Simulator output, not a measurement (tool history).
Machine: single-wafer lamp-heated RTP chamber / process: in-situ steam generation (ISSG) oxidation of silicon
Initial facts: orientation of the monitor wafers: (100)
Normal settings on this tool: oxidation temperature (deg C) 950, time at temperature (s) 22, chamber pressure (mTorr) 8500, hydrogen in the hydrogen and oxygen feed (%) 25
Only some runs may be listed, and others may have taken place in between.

run    hour  oxidation temperature (deg C)  time at temperature (s)  chamber pressure (mTorr)  hydrogen in the hydrogen and oxygen feed (%)  wafers since the last listed run  wafers since the last pyrometer calibration  hours since the pressure gauge was zeroed  hours since the hydrogen flow controller was replaced  hours since the gauge calibration  read-back reference wafer on the same gauge, thickness  oxide thickness on the monitor wafer (Å)
  1       0                            950                       22                      9000                                            25                                 0                                         1000                                     3041.7                                                 5492.7                             2638.4                                                   4.499                                     51.57
  2    60.1                            950                       22                      9000                                            25                               591                                         1591                                     3101.8                                                 5552.8                             2698.5                                                   4.498                                     51.58
  3     115                            950                       22                      9100                                            25                               540                                         2131                                     3156.7                                                 5607.7                             2753.4                                                   4.503                                     51.82
  4   158.4                            950                       22                      9100                                            25                               427                                         2558                                     3200.1                                                 5651.1                             2796.8                                                   4.501                                     51.95
  5   248.8                            950                       22                      9100                                            25                               889                                         3448                                     3290.5                                                 5741.5                             2887.2                                                     4.5                                     51.93
  6   292.6                            950                       22                      8500                                            25                               431                                         3879                                     3334.3                                                 5785.3                               2931                                                   4.499                                     52.45
      345.5  -- hydrogen flow controller replaced
  7     346                            950                       22                      8500                                            25                               446                                         4326                                     3387.7                                                    0.5                             2984.4                                                   4.503                                     52.47
  8   401.9                            950                       16                      8500                                            25                               550                                         4876                                     3443.6                                                   56.4                             3040.3                                                   4.494                                     46.16
  9   442.5                            950                       16                      8500                                            25                               399                                         5275                                     3484.2                                                     97                             3080.9                                                   4.497                                     46.22
      464.4  -- pyrometer window cleaned and pyrometer calibrated
 10   484.6                            950                       16                      8500                                            25                               335                                          199                                     3526.3                                                  139.1                               3123                                                   4.502                                      45.3
 11   529.4                            950                       25                      8500                                            28                               440                                          640                                     3571.1                                                  183.9                             3167.8                                                   4.501                                     55.61
 12   615.3                            957                       22                      8500                                            25                               845                                         1485                                       3657                                                  269.8                             3253.7                                                     4.5                                     52.92
 13     702                            936                       15                      8500                                            25                               853                                         2338                                     3743.7                                                  356.5                             3340.4                                                   4.501                                     43.18
 14   790.9                            962                       24                      9400                                            19                               874                                         3213                                     3832.6                                                  445.4                             3429.3                                                   4.496                                     52.76
      842.1  -- gauge calibrated
 15   873.5                            950                       17                      8500                                            25                               812                                         4026                                     3915.2                                                    528                               31.4                                                   4.499                                     47.14
 16   949.4                            950                       22                      8500                                            25                               746                                         4772                                     3991.1                                                  603.9                              107.3                                                   4.505                                      52.5
     1018.4  -- pressure gauge zeroed
 17  1033.9                            950                       22                      8500                                            25                               752                                         5525                                       15.5                                                  688.4                              191.8                                                   4.501                                     52.35
     1070.9  -- pyrometer window cleaned and pyrometer calibrated
 18  1105.3                            950                       22                      8500                                            30                               623                                          338                                       86.9                                                  759.8                              263.2                                                   4.504                                     53.56
 19  1181.3                            950                       22                      9500                                            25                               747                                         1086                                      162.9                                                  835.8                              339.2                                                   4.499                                     50.95
 20    1223                            950                       22                      8500                                            25                               410                                         1497                                      204.6                                                  877.5                              380.9                                                   4.498                                     52.04
 21  1281.9                            950                       22                      9700                                            25                               579                                         2076                                      263.5                                                  936.4                              439.8                                                   4.497                                     51.13
 22  1337.3                            943                       22                      8500                                            25                               545                                         2621                                      318.9                                                  991.8                              495.2                                                   4.501                                     50.87
 23  1385.7                            950                       22                      8500                                            25                               476                                         3098                                      367.3                                                 1040.2                              543.6                                                   4.497                                     52.29
 24  1454.9                            932                       15                      7900                                            29                               680                                         3779                                      436.5                                                 1109.4                              612.8                                                   4.499                                     44.52
     1575.7  -- pyrometer window cleaned and pyrometer calibrated
 25    1701                            950                       19                      8500                                            25                              2342                                         1232                                      682.6                                                 1355.5                              858.9                                                   4.498                                     49.04
 26  1751.2                            936                       22                      8500                                            25                               493                                         1726                                      732.8                                                 1405.7                              909.1                                                   4.499                                     50.14
 27  1836.2                            950                       29                      8500                                            17                               836                                         2563                                      817.8                                                 1490.7                              994.1                                                     4.5                                     54.05
 28    1906                            942                       29                      8900                                            25                               686                                         3250                                      887.6                                                 1560.5                             1063.9                                                   4.496                                     57.15
 29  1948.1                            950                       22                      9100                                            25                               414                                         3664                                      929.7                                                 1602.6                               1106                                                   4.499                                        52
 30  2096.1                            963                       15                      7500                                            16                              1456                                         5120                                     1077.7                                                 1750.6                               1254                                                   4.497                                      42.1

5 options for the next run, each taken on its own from the tool as it stands now. Forecast them:
  A  2096.6                            950                       22                      8500                                            25                                 4                                         5125                                     1078.2                                                 1751.1                             1254.5                                                       ?                                         ?
  B  2096.6                            950                       27                      8500                                            25                                 4                                         5125                                     1078.2                                                 1751.1                             1254.5                                                       ?                                         ?
  C  2096.6                            969                       22                      8500                                            25                                 4                                         5125                                     1078.2                                                 1751.1                             1254.5                                                       ?                                         ?
  D  2096.6                            960                       18                      8100                                            20                                 4                                         5125                                     1078.2                                                 1751.1                             1254.5                                                       ?                                         ?
  E  2096.6                            950                       30                      7700                                            32                                 4                                         5125                                     1078.2                                                 1751.1                             1254.5                                                       ?                                         ?

run  read-back reference wafer on the same gauge, thickness  oxide thickness on the monitor wafer (Å)
  A                                                   4.501                                     52.28
  B                                                   4.501                                     57.09
  C                                                   4.501                                     55.81
  D                                                   4.501                                     47.22
  E                                                   4.501                                     63.91
With no hidden state in the tool, these same runs would have given:
run  oxide thickness on the monitor wafer (Å)
  A                                     50.99
  B                                     55.59
  C                                     54.27
  D                                     46.08
  E                                     62.17

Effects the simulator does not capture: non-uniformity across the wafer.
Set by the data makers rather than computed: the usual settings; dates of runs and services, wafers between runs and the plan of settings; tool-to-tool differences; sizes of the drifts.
